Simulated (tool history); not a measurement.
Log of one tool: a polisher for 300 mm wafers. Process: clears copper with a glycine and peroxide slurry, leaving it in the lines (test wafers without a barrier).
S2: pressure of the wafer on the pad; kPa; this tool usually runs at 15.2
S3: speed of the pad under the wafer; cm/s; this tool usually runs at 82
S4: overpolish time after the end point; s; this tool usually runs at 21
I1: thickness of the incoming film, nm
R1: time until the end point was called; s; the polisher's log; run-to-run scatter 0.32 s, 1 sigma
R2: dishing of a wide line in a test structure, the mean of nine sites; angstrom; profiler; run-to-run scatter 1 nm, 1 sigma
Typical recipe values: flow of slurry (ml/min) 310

Run 1, day 0: usual settings but S2 18.6 kPa; I1 362.9. Result: R1 74.2 s, R2 632 angstrom.
Run 2, day 0.612: usual settings; I1 354. Result: R1 81 s, R2 559 angstrom.
Run 3, day 1.692: usual settings but S3 104 cm/s; I1 362.8. Result: R1 69.5 s, R2 646 angstrom.
Run 4, day 2.067: usual settings but S3 104 cm/s; I1 358.8. Result: R1 68.9 s, R2 652 angstrom.
Run 5, day 2.529: usual settings; I1 361.1. Result: R1 83.6 s, R2 569 angstrom.
Run 6, day 3.204: usual settings; I1 365.7. Result: R1 84.8 s, R2 586 angstrom.
Run 7, day 3.846: usual settings; I1 352.9. Result: R1 82.2 s, R2 549 angstrom.
At day 3.95: slurry nozzle cleaned.
Run 8, day 4.183: usual settings but S3 72 cm/s, S4 28 s; I1 361.4. Result: R1 92.6 s, R2 648 angstrom.
At day 4.475: worn pad replaced by a new one.
Run 9, day 4.838: usual settings; I1 364.6. Result: R1 81.9 s, R2 587 angstrom.
At day 5.079: head pressure recalibrated.
Run 10, day 5.375: usual settings but S2 19.3 kPa, S4 33 s; I1 357.1. Result: R1 69.6 s, R2 900 angstrom.
Run 11, day 6.042: usual settings; I1 352.4. Result: R1 79.1 s, R2 562 angstrom.
Run 12, day 6.342: usual settings but flow of slurry (ml/min) 225, S2 18.6 kPa, S4 9 s; I1 361.5. Result: R1 73.4 s, R2 295 angstrom.
Run 13, day 6.692: usual settings but flow of slurry (ml/min) 215, S3 108 cm/s, S4 17 s; I1 363.6. Result: R1 67.5 s, R2 546 angstrom.
Run 14, day 6.971: usual settings but flow of slurry (ml/min) 230, S2 11.7 kPa, S3 92 cm/s, S4 14 s; I1 362.1. Result: R1 87.9 s, R2 397 angstrom.
Run 15, day 7.304: usual settings; I1 355.5. Result: R1 79.9 s, R2 577 angstrom.

For each run, the measured value with the value that run would have given without the tool's hidden condition subtracted. The run-to-run variation is shared by both, the gauge scatter possibly not:
What the log doesn't record here: removal rate lost through wear of the pad, %; slurry flow missing at the pad, %; deviation of the head's pressure from its setpoint, %.
run    R1   R2
  1  +1.8  -12
  2  +2.1  -11
  3  +2.1  -15
  4  +2.2  -16
  5  +2.8  -15
  6  +3.1  -17
  7  +3.2  -18
  8  +3.8  -21
  9  +0.4   -2
 10  +0.5   -4
 11  +0.8   -4
 12  +0.8   -3
 13  +0.9   -6
 14  +1.3   -5
 15  +1.3   -8

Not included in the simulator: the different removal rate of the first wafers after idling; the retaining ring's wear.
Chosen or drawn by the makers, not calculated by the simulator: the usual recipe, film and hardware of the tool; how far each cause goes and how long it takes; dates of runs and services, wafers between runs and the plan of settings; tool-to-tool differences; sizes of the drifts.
